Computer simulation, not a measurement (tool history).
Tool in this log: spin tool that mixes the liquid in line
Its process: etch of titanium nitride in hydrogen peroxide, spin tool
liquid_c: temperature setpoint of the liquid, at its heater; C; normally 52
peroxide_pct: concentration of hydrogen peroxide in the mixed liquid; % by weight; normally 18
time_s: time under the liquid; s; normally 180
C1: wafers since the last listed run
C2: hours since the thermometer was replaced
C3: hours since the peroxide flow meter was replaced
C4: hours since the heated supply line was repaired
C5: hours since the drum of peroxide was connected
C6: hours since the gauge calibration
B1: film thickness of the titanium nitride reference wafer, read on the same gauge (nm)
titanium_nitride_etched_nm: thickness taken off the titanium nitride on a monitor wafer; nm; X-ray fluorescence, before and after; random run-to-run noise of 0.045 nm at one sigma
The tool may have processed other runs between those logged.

Run 1, hour 0: usual settings; C1 0; C2 1065.3; C3 1708.2; C4 817.2; C5 341; C6 618.8; B1 90.02. Result: titanium_nitride_etched_nm 4.77 nm.
Run 2, hour 184.5: usual settings; C1 1050; C2 1249.8; C3 1892.7; C4 1001.7; C5 525.5; C6 803.3; B1 90.02. Result: titanium_nitride_etched_nm 4.79 nm.
Run 3, hour 223.2: usual settings; C1 220; C2 1288.5; C3 1931.4; C4 1040.4; C5 564.2; C6 842; B1 89.99. Result: titanium_nitride_etched_nm 4.76 nm.
Run 4, hour 277.1: usual settings; C1 306; C2 1342.4; C3 1985.3; C4 1094.3; C5 618.1; C6 895.9; B1 90.02. Result: titanium_nitride_etched_nm 4.67 nm.
At hour 339.1: new drum of peroxide connected.
Run 5, hour 339.9: usual settings but peroxide_pct 14.5 % by weight; C1 351; C2 1405.2; C3 2048.1; C4 1157.1; C5 0.8; C6 958.7; B1 89.99. Result: titanium_nitride_etched_nm 4.38 nm.
At hour 355.1: heated supply line repaired.
Run 6, hour 382.7: usual settings but peroxide_pct 14.5 % by weight; C1 237; C2 1448; C3 2090.9; C4 27.6; C5 43.6; C6 1001.5; B1 90.02. Result: titanium_nitride_etched_nm 5.11 nm.
At hour 403.5: thermometer replaced.
At hour 449.8: gauge calibrated.
Run 7, hour 453: usual settings; C1 394; C2 49.5; C3 2161.2; C4 97.9; C5 113.9; C6 3.2; B1 90.01. Result: titanium_nitride_etched_nm 5.25 nm.
Run 8, hour 508.9: usual settings but peroxide_pct 14 % by weight; C1 318; C2 105.4; C3 2217.1; C4 153.8; C5 169.8; C6 59.1; B1 90.01. Result: titanium_nitride_etched_nm 4.97 nm.
At hour 510.2: peroxide flow meter replaced.
Run 9, hour 550.8: usual settings but peroxide_pct 14.5 % by weight; C1 232; C2 147.3; C3 40.6; C4 195.7; C5 211.7; C6 101; B1 90. Result: titanium_nitride_etched_nm 5 nm.
Run 10, hour 585.8: usual settings but liquid_c 45 C, peroxide_pct 13 % by weight, time_s 130 s; C1 199; C2 182.3; C3 75.6; C4 230.7; C5 246.7; C6 136; B1 90. Result: titanium_nitride_etched_nm 2.1 nm.
Run 11, hour 621.5: usual settings but peroxide_pct 20.5 % by weight; C1 203; C2 218; C3 111.3; C4 266.4; C5 282.4; C6 171.7; B1 89.99. Result: titanium_nitride_etched_nm 5.27 nm.
Run 12, hour 649.5: usual settings but liquid_c 47 C, time_s 80 s; C1 159; C2 246; C3 139.3; C4 294.4; C5 310.4; C6 199.7; B1 90. Result: titanium_nitride_etched_nm 1.57 nm.
Run 13, hour 677.7: usual settings; C1 160; C2 274.2; C3 167.5; C4 322.6; C5 338.6; C6 227.9; B1 89.99. Result: titanium_nitride_etched_nm 5.07 nm.
Run 14, hour 743.7: usual settings; C1 375; C2 340.2; C3 233.5; C4 388.6; C5 404.6; C6 293.9; B1 89.98. Result: titanium_nitride_etched_nm 5 nm.
Run 15, hour 806: usual settings but time_s 225 s; C1 354; C2 402.5; C3 295.8; C4 450.9; C5 466.9; C6 356.2; B1 90. Result: titanium_nitride_etched_nm 6.28 nm.

Consider 5 possible next runs. They are alternatives, not a sequence: every one starts from the tool as it was left by run 15. What does each give?
Run A, hour 806.5: usual settings; C1 2; C2 403; C3 296.3; C4 451.4; C5 467.4; C6 356.7; B1 ?. Result: titanium_nitride_etched_nm ?.
Run B, hour 806.5: usual settings but liquid_c 60 C, peroxide_pct 21.5 % by weight; C1 2; C2 403; C3 296.3; C4 451.4; C5 467.4; C6 356.7; B1 ?. Result: titanium_nitride_etched_nm ?.
Run C, hour 806.5: usual settings but time_s 125 s; C1 2; C2 403; C3 296.3; C4 451.4; C5 467.4; C6 356.7; B1 ?. Result: titanium_nitride_etched_nm ?.
Run D, hour 806.5: usual settings but liquid_c 59 C, peroxide_pct 23 % by weight, time_s 140 s; C1 2; C2 403; C3 296.3; C4 451.4; C5 467.4; C6 356.7; B1 ?. Result: titanium_nitride_etched_nm ?.
Run E, hour 806.5: usual settings but liquid_c 58.5 C, peroxide_pct 19.5 % by weight, time_s 250 s; C1 2; C2 403; C3 296.3; C4 451.4; C5 467.4; C6 356.7; B1 ?. Result: titanium_nitride_etched_nm ?.

run     B1  titanium_nitride_etched_nm
  A  90.02                        5.02
  B  90.02                        9.13
  C  90.02                        3.49
  D  90.02                        6.73
  E  90.02                        11.2
Without the tool's hidden state the same runs would have given:
run  titanium_nitride_etched_nm
  A                        5.31
  B                        9.62
  C                        3.68
  D                        7.09
  E                       11.81
